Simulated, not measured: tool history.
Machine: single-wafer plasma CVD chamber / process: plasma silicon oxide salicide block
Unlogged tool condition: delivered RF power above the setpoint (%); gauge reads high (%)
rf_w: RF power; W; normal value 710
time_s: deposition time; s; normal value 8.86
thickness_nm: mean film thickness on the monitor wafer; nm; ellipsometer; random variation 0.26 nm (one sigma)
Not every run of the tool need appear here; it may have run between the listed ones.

| run | hour | rf_w | time_s | wafers since the last listed run | hours since the last RF generator calibration | hours since the showerhead was replaced | hours since the gauge calibration | read-back reference wafer on the same gauge, thickness_nm | thickness_nm |
|---|---|---|---|---|---|---|---|---|---|
| 1 | 0 | 630 | 8.86 | 0 | 463.7 | 7448 | 306.3 | 106.375 | 87.593 |
| 2 | 9.5 | 710 | 8.32 | 148 | 473.2 | 7457.5 | 315.8 | 106.49 | 85.771 |
| 3 | 17.1 | 710 | 8.32 | 118 | 480.8 | 7465.1 | 323.4 | 106.325 | 85.827 |
| 4 | 31 | 710 | 8.86 | 216 | 494.7 | 7479 | 337.3 | 106.405 | 91.483 |
| 5 | 48.1 | 710 | 8.86 | 266 | 511.8 | 7496.1 | 354.4 | 106.341 | 91.658 |
| 6 | 57.6 | 600 | 8.86 | 148 | 521.3 | 7505.6 | 363.9 | 106.462 | 85.441 |
| 7 | 71.4 | 600 | 8.86 | 215 | 535.1 | 7519.4 | 377.7 | 106.355 | 85.793 |
| 8 | 80.5 | 600 | 8.86 | 141 | 544.2 | 7528.5 | 386.8 | 106.366 | 85.803 |
| 9 | 90.4 | 750 | 7.9 | 154 | 554.1 | 7538.4 | 396.7 | 106.422 | 82.964 |
| 10 | 102.6 | 625 | 7.94 | 190 | 566.3 | 7550.6 | 408.9 | 106.427 | 78.414 |
| 11 | 117.4 | 625 | 7.94 | 230 | 581.1 | 7565.4 | 423.7 | 106.441 | 78.006 |
| 12 | 126.6 | 625 | 7.94 | 143 | 590.3 | 7574.6 | 432.9 | 106.326 | 78.432 |
| 13 | 136.5 | 710 | 8.86 | 154 | 600.2 | 7584.5 | 442.8 | 106.499 | 91.214 |
| 14 | 147.8 | 710 | 9.8 | 176 | 611.5 | 7595.8 | 454.1 | 106.387 | 100.894 |
| 15 | 165.1 | 825 | 8.86 | 269 | 628.8 | 7613.1 | 471.4 | 106.313 | 96.286 |
| 16 | 172.8 | 825 | 8.86 | 119 | 636.5 | 7620.8 | 479.1 | 106.382 | 96.231 |
| 17 | 189.5 | 825 | 8.86 | 260 | 653.2 | 7637.5 | 495.8 | 106.428 | 96.016 |
|  | 210.5 | showerhead replaced |
| 18 | 211 | 840 | 7.44 | 210 | 674.7 | 0.5 | 517.3 | 106.369 | 81.331 |
| 19 | 214 | 750 | 7.9 | 46 | 677.7 | 3.5 | 520.3 | 106.523 | 83.189 |
| 20 | 259 | 585 | 7.85 | 701 | 722.7 | 48.5 | 565.3 | 106.343 | 75.313 |
| 21 | 272.4 | 660 | 9.73 | 208 | 736.1 | 61.9 | 578.7 | 106.374 | 97.432 |
| 22 | 290.3 | 655 | 10.29 | 278 | 754 | 79.8 | 596.6 | 106.365 | 103.278 |
| 23 | 301.3 | 640 | 8.07 | 171 | 765 | 90.8 | 607.6 | 106.429 | 79.818 |
| 24 | 309.3 | 710 | 7.11 | 124 | 773 | 98.8 | 615.6 | 106.302 | 73.021 |
|  | 325.9 | RF generator calibrated |
| 25 | 326.4 | 605 | 8.32 | 141 | 0.5 | 115.9 | 632.7 | 106.352 | 83.271 |
| 26 | 335 | 815 | 8.86 | 134 | 9.1 | 124.5 | 641.3 | 106.444 | 98.62 |
|  | 361.8 | gauge calibrated |
| 27 | 382 | 710 | 8.86 | 732 | 56.1 | 171.5 | 20.2 | 106.434 | 93.501 |
| 28 | 394.2 | 710 | 8.33 | 190 | 68.3 | 183.7 | 32.4 | 106.399 | 87.502 |
| 29 | 410.1 | 840 | 8.86 | 247 | 84.2 | 199.6 | 48.3 | 106.442 | 99.231 |
| 30 | 422.1 | 570 | 7.4 | 186 | 96.2 | 211.6 | 60.3 | 106.322 | 71.304 |
| 31 | 463.9 | 800 | 8.86 | 651 | 138 | 253.4 | 102.1 | 106.47 | 96.733 |
| 32 | 478.9 | 630 | 8.86 | 233 | 153 | 268.4 | 117.1 | 106.374 | 88.487 |
| 33 | 491.6 | 710 | 8.86 | 197 | 165.7 | 281.1 | 129.8 | 106.355 | 92.629 |
| 34 | 504 | 600 | 8.2 | 193 | 178.1 | 293.5 | 142.2 | 106.404 | 80.294 |
| 35 | 516.1 | 765 | 9.85 | 188 | 190.2 | 305.6 | 154.3 | 106.523 | 105.663 |

Forecast each of these 4 alternatives for the next run:
| A | 516.5 | 710 | 10.07 | 6 | 190.6 | 306 | 154.7 | ? | ? |
| B | 516.5 | 605 | 8.86 | 6 | 190.6 | 306 | 154.7 | ? | ? |
| C | 516.5 | 710 | 10.42 | 6 | 190.6 | 306 | 154.7 | ? | ? |
| D | 516.5 | 665 | 8.25 | 6 | 190.6 | 306 | 154.7 | ? | ? |

| run | read-back reference wafer on the same gauge, thickness_nm | thickness_nm |
|---|---|---|
| A | 106.469 | 104.892 |
| B | 106.469 | 86.988 |
| C | 106.469 | 108.538 |
| D | 106.469 | 83.902 |
What these runs would have given with no unlogged condition in the tool:
| run | thickness_nm |
|---|---|
| A | 106.617 |
| B | 88.418 |
| C | 110.322 |
| D | 85.281 |

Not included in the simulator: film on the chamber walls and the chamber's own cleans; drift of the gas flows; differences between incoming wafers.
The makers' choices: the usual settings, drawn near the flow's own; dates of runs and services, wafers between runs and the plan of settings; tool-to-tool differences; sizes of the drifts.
